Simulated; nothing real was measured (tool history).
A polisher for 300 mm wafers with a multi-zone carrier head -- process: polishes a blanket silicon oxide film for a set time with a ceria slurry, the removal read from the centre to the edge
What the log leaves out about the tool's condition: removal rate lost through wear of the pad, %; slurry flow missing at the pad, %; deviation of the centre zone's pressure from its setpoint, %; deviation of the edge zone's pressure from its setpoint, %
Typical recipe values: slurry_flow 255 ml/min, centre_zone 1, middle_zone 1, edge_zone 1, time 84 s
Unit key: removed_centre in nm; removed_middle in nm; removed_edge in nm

| run | hour | slurry_flow | centre_zone | middle_zone | edge_zone | time | wafers since the last listed run | wafers polished on this pad | hours since the slurry nozzle was cleaned | hours since the centre zone pressure was calibrated | hours since the edge zone pressure was calibrated | hours since the carrier head's membrane was replaced | incoming thickness of the incoming film, nm | removed_centre | removed_middle | removed_edge |
|---|---|---|---|---|---|---|---|---|---|---|---|---|---|---|---|---|
| 1 | 0 | 255 | 1 | 1 | 1 | 84 | 0 | 1554 | 252.2 | 503.7 | 17.8 | 63.9 | 1215.7 | 313.5 | 318 | 310.9 |
|  | 27 | worn pad replaced by a new one |
| 2 | 30.4 | 255 | 1 | 1 | 1 | 84 | 249 | 32 | 282.6 | 534.1 | 48.2 | 94.3 | 1218.2 | 309.9 | 321.4 | 309.2 |
| 3 | 97 | 255 | 1 | 1 | 1 | 84 | 628 | 660 | 349.2 | 600.7 | 114.8 | 160.9 | 1204.8 | 318.1 | 321.7 | 312.3 |
| 4 | 121.5 | 255 | 1 | 1.06 | 1 | 103 | 231 | 892 | 373.7 | 625.2 | 139.3 | 185.4 | 1186.2 | 384.9 | 396.6 | 381.8 |
|  | 157.2 | centre zone pressure recalibrated |
| 5 | 172.7 | 255 | 1 | 1.06 | 1 | 103 | 464 | 1356 | 424.9 | 15.5 | 190.5 | 236.6 | 1213.8 | 385.8 | 413.5 | 380.5 |
|  | 225.1 | worn pad replaced by a new one |
| 6 | 228.8 | 255 | 1.03 | 1 | 1 | 97 | 491 | 34 | 481 | 71.6 | 246.6 | 292.7 | 1196.4 | 364 | 370 | 365.7 |
| 7 | 265.6 | 255 | 1 | 1 | 0.95 | 84 | 347 | 382 | 517.8 | 108.4 | 283.4 | 329.5 | 1192.2 | 304.1 | 316.7 | 305.1 |
|  | 305.7 | slurry nozzle cleaned |
| 8 | 311.8 | 255 | 1 | 1 | 1 | 84 | 426 | 808 | 6.1 | 154.6 | 329.6 | 375.7 | 1217.8 | 311.5 | 324.8 | 309.4 |
| 9 | 369.3 | 255 | 1 | 1 | 1 | 84 | 542 | 1351 | 63.6 | 212.1 | 387.1 | 433.2 | 1211.6 | 306.2 | 325.5 | 308.2 |
|  | 390 | worn pad replaced by a new one |
| 10 | 426.1 | 255 | 1 | 1 | 1 | 84 | 498 | 340 | 120.4 | 268.9 | 443.9 | 490 | 1199.5 | 314 | 323.6 | 311.1 |
| 11 | 484.9 | 305 | 1 | 0.89 | 0.97 | 84 | 555 | 895 | 179.2 | 327.7 | 502.7 | 548.8 | 1202.1 | 315.7 | 307.7 | 308.7 |
| 12 | 522 | 335 | 0.95 | 1 | 1.03 | 84 | 350 | 1245 | 216.3 | 364.8 | 539.8 | 585.9 | 1206.1 | 310.8 | 325.7 | 325.4 |
| 13 | 547 | 220 | 1 | 1.12 | 1 | 84 | 235 | 1481 | 241.3 | 389.8 | 564.8 | 610.9 | 1206.7 | 302 | 340 | 310.3 |
|  | 563 | carrier head's membrane replaced by a new one |
|  | 567 | worn pad replaced by a new one |
| 14 | 614.5 | 255 | 1 | 1 | 1 | 84 | 552 | 448 | 308.8 | 457.3 | 632.3 | 51.5 | 1216.7 | 308.9 | 315.8 | 315.9 |
|  | 628.4 | edge zone pressure recalibrated |
| 15 | 658.6 | 255 | 1 | 1 | 1 | 84 | 397 | 845 | 352.9 | 501.4 | 30.2 | 95.6 | 1176.5 | 305.6 | 319.1 | 313.8 |
|  | 697.7 | centre zone pressure recalibrated |
| 16 | 712.4 | 255 | 1 | 1.08 | 1.03 | 56 | 488 | 1334 | 406.7 | 14.7 | 84 | 149.4 | 1205.5 | 206.7 | 220.3 | 210.2 |
|  | 737.2 | worn pad replaced by a new one |
| 17 | 779.9 | 255 | 1 | 1 | 1 | 104 | 599 | 402 | 474.2 | 82.2 | 151.5 | 216.9 | 1189 | 387.9 | 394 | 384.8 |
| 18 | 831 | 255 | 1 | 0.96 | 0.9 | 84 | 482 | 885 | 525.3 | 133.3 | 202.6 | 268 | 1207 | 311.6 | 306.6 | 297.4 |
| 19 | 879.3 | 255 | 1 | 1 | 1 | 101 | 455 | 1341 | 573.6 | 181.6 | 250.9 | 316.3 | 1193.2 | 377.4 | 380.5 | 376.7 |

Exercise: give the hidden state of the tool at every run:
removal rate lost through wear of the pad, %: 0 in every run
slurry flow missing at the pad, %: 0 in every run
deviation of the centre zone's pressure from its setpoint, %: 0 in every run
deviation of the edge zone's pressure from its setpoint, %: 0 in every run
